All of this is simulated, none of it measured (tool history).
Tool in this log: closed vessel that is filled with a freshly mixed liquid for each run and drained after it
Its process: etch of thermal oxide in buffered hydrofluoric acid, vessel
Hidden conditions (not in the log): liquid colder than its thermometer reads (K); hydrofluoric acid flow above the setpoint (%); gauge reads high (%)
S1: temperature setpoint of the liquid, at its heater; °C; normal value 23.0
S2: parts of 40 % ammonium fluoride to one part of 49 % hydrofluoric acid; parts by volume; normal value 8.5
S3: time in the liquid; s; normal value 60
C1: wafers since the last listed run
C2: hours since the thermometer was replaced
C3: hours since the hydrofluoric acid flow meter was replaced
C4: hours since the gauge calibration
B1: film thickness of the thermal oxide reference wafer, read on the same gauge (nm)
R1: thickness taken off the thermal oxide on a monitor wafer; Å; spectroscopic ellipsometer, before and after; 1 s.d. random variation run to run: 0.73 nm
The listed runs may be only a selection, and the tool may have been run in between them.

Run 1, hour 0.0: usual settings but S3 40 s; C1 0; C2 2148.7; C3 126.0; C4 654.8; B1 30.02. Result: R1 497.0 Å.
Run 2, hour 26.7: usual settings; C1 3154; C2 2175.4; C3 152.7; C4 681.5; B1 30.00. Result: R1 758.9 Å.
Run 3, hour 57.8: usual settings; C1 3673; C2 2206.5; C3 183.8; C4 712.6; B1 29.98. Result: R1 760.3 Å.
Run 4, hour 86.5: usual settings but S3 75 s; C1 3390; C2 2235.2; C3 212.5; C4 741.3; B1 29.99. Result: R1 927.6 Å.
Run 5, hour 99.8: usual settings but S3 75 s; C1 1571; C2 2248.5; C3 225.8; C4 754.6; B1 29.99. Result: R1 945.5 Å.
Run 6, hour 114.4: usual settings but S3 75 s; C1 1724; C2 2263.1; C3 240.4; C4 769.2; B1 30.01. Result: R1 946.1 Å.
Run 7, hour 126.7: usual settings; C1 1453; C2 2275.4; C3 252.7; C4 781.5; B1 30.01. Result: R1 755.5 Å.
Run 8, hour 158.4: usual settings but S2 9.5 parts by volume, S3 70 s; C1 3744; C2 2307.1; C3 284.4; C4 813.2; B1 29.99. Result: R1 799.1 Å.
Run 9, hour 180.6: usual settings but S1 19.5 °C, S3 85 s; C1 2622; C2 2329.3; C3 306.6; C4 835.4; B1 29.97. Result: R1 872.4 Å.
Run 10, hour 211.0: usual settings but S1 19.5 °C, S3 85 s; C1 3591; C2 2359.7; C3 337.0; C4 865.8; B1 30.01. Result: R1 889.2 Å.
Run 11, hour 240.5: usual settings but S1 19.5 °C, S3 85 s; C1 3484; C2 2389.2; C3 366.5; C4 895.3; B1 29.98. Result: R1 869.9 Å.
Run 12, hour 262.1: usual settings; C1 2551; C2 2410.8; C3 388.1; C4 916.9; B1 30.01. Result: R1 743.7 Å.
Run 13, hour 285.4: usual settings; C1 2752; C2 2434.1; C3 411.4; C4 940.2; B1 29.99. Result: R1 764.3 Å.
Run 14, hour 302.7: usual settings; C1 2043; C2 2451.4; C3 428.7; C4 957.5; B1 30.00. Result: R1 760.6 Å.
Run 15, hour 317.8: usual settings; C1 1783; C2 2466.5; C3 443.8; C4 972.6; B1 29.99. Result: R1 744.8 Å.
Run 16, hour 349.9: usual settings; C1 3792; C2 2498.6; C3 475.9; C4 1004.7; B1 29.99. Result: R1 742.7 Å.
Run 17, hour 375.4: usual settings but S1 27.0 °C, S2 10.5 parts by volume; C1 3012; C2 2524.1; C3 501.4; C4 1030.2; B1 30.00. Result: R1 773.1 Å.
Run 18, hour 395.6: usual settings; C1 2386; C2 2544.3; C3 521.6; C4 1050.4; B1 30.01. Result: R1 754.4 Å.
Run 19, hour 413.6: usual settings; C1 2126; C2 2562.3; C3 539.6; C4 1068.4; B1 29.98. Result: R1 738.5 Å.
Run 20, hour 444.1: usual settings but S1 25.0 °C, S2 12.0 parts by volume; C1 3603; C2 2592.8; C3 570.1; C4 1098.9; B1 29.99. Result: R1 606.4 Å.
At hour 459.0: thermometer replaced.
Run 21, hour 475.2: usual settings; C1 3555; C2 16.2; C3 601.2; C4 1130.0; B1 30.00. Result: R1 867.1 Å.
At hour 499.0: hydrofluoric acid flow meter replaced.
At hour 502.0: gauge calibrated.
Run 22, hour 550.4: usual settings but S1 19.5 °C, S2 11.5 parts by volume; C1 8765; C2 91.4; C3 51.4; C4 48.4; B1 30.00. Result: R1 551.6 Å.
Run 23, hour 573.8: usual settings but S2 6.0 parts by volume; C1 2764; C2 114.8; C3 74.8; C4 71.8; B1 30.00. Result: R1 1220.1 Å.
Run 24, hour 595.1: usual settings but S2 5.0 parts by volume, S3 35 s; C1 2516; C2 136.1; C3 96.1; C4 93.1; B1 29.99. Result: R1 832.3 Å.

What does the tool deliver on the next run?
Run 25, hour 610.9: usual settings but S1 27.5 °C, S3 85 s; C1 1866; C2 151.9; C3 111.9; C4 108.9; B1 ?. Result: R1 ?.

B1: 30.00
R1: 1546.1 Å
Had the tool carried no hidden state, the very same run would have given R1 1563.5 Å.
